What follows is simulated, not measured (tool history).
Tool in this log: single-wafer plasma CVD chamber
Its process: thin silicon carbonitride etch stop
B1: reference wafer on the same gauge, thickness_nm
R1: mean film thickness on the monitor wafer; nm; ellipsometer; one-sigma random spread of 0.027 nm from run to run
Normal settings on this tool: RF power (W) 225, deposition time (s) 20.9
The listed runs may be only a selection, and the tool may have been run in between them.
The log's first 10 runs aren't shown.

At hour 108.1: RF generator calibrated.
Run 11, hour 114.6: usual settings; B1 12.501. Result: R1 12.098 nm.
Run 12, hour 126.3: usual settings; B1 12.498. Result: R1 12.174 nm.
Run 13, hour 141.5: usual settings; B1 12.499. Result: R1 12.101 nm.
Run 14, hour 149.9: usual settings but RF power (W) 205, deposition time (s) 17.9; B1 12.513. Result: R1 9.928 nm.
Run 15, hour 164.7: usual settings but RF power (W) 245, deposition time (s) 23.8; B1 12.487. Result: R1 14.281 nm.
Run 16, hour 174.7: usual settings but RF power (W) 200, deposition time (s) 17.1; B1 12.501. Result: R1 9.356 nm.
Run 17, hour 189.6: usual settings; B1 12.505. Result: R1 12.074 nm.
Run 18, hour 197.8: usual settings but RF power (W) 255, deposition time (s) 25.1; B1 12.495. Result: R1 15.270 nm.
Run 19, hour 213.5: usual settings but RF power (W) 185, deposition time (s) 23.4; B1 12.502. Result: R1 12.199 nm.
Run 20, hour 222.0: usual settings but RF power (W) 205; B1 12.500. Result: R1 11.560 nm.
At hour 235.8: thermocouple changed; heater temperature recalibrated.
Run 21, hour 236.3: usual settings but RF power (W) 245, deposition time (s) 17.9; B1 12.498. Result: R1 10.682 nm.
Run 22, hour 237.9: usual settings; B1 12.502. Result: R1 12.024 nm.
Run 23, hour 243.9: usual settings but RF power (W) 210, deposition time (s) 17.7; B1 12.493. Result: R1 9.855 nm.
Run 24, hour 256.9: usual settings but RF power (W) 210, deposition time (s) 18.1; B1 12.495. Result: R1 10.055 nm.
Run 25, hour 265.7: usual settings but RF power (W) 215, deposition time (s) 23.1; B1 12.494. Result: R1 13.022 nm.
Run 26, hour 282.1: usual settings but RF power (W) 210, deposition time (s) 22.7; B1 12.493. Result: R1 12.563 nm.
At hour 296.6: gauge calibrated.
Run 27, hour 299.4: usual settings but RF power (W) 260, deposition time (s) 23.8; B1 12.497. Result: R1 14.501 nm.
Run 28, hour 306.9: usual settings; B1 12.499. Result: R1 11.948 nm.
Run 29, hour 319.3: usual settings but deposition time (s) 25.1; B1 12.499. Result: R1 14.354 nm.
Run 30, hour 334.1: usual settings but deposition time (s) 24.0; B1 12.493. Result: R1 13.723 nm.
Run 31, hour 349.0: usual settings; B1 12.501. Result: R1 11.910 nm.
Run 32, hour 358.8: usual settings but RF power (W) 190, deposition time (s) 23.7; B1 12.506. Result: R1 12.477 nm.
Run 33, hour 374.6: usual settings but RF power (W) 190, deposition time (s) 23.4; B1 12.498. Result: R1 12.284 nm.
Run 34, hour 384.1: usual settings; B1 12.507. Result: R1 11.840 nm.
Run 35, hour 401.8: usual settings but RF power (W) 190, deposition time (s) 22.9; B1 12.499. Result: R1 11.974 nm.

Alternative continuations, all from the tool just after run 35; predict every row:
Run A, hour 402.2: usual settings but RF power (W) 240; B1 ?. Result: R1 ?.
Run B, hour 402.2: usual settings but RF power (W) 205, deposition time (s) 18.7; B1 ?. Result: R1 ?.
Run C, hour 402.2: usual settings but RF power (W) 255; B1 ?. Result: R1 ?.
Run D, hour 402.2: usual settings but RF power (W) 195, deposition time (s) 22.0; B1 ?. Result: R1 ?.
Run E, hour 402.2: usual settings but RF power (W) 205, deposition time (s) 22.2; B1 ?. Result: R1 ?.

run      B1      R1
  A  12.511  12.232
  B  12.511  10.176
  C  12.511  12.560
  D  12.511  11.682
  E  12.511  12.081
Without the tool's hidden state the same runs would have given:
run      R1
  A  12.624
  B  10.502
  C  12.963
  D  12.057
  E  12.468

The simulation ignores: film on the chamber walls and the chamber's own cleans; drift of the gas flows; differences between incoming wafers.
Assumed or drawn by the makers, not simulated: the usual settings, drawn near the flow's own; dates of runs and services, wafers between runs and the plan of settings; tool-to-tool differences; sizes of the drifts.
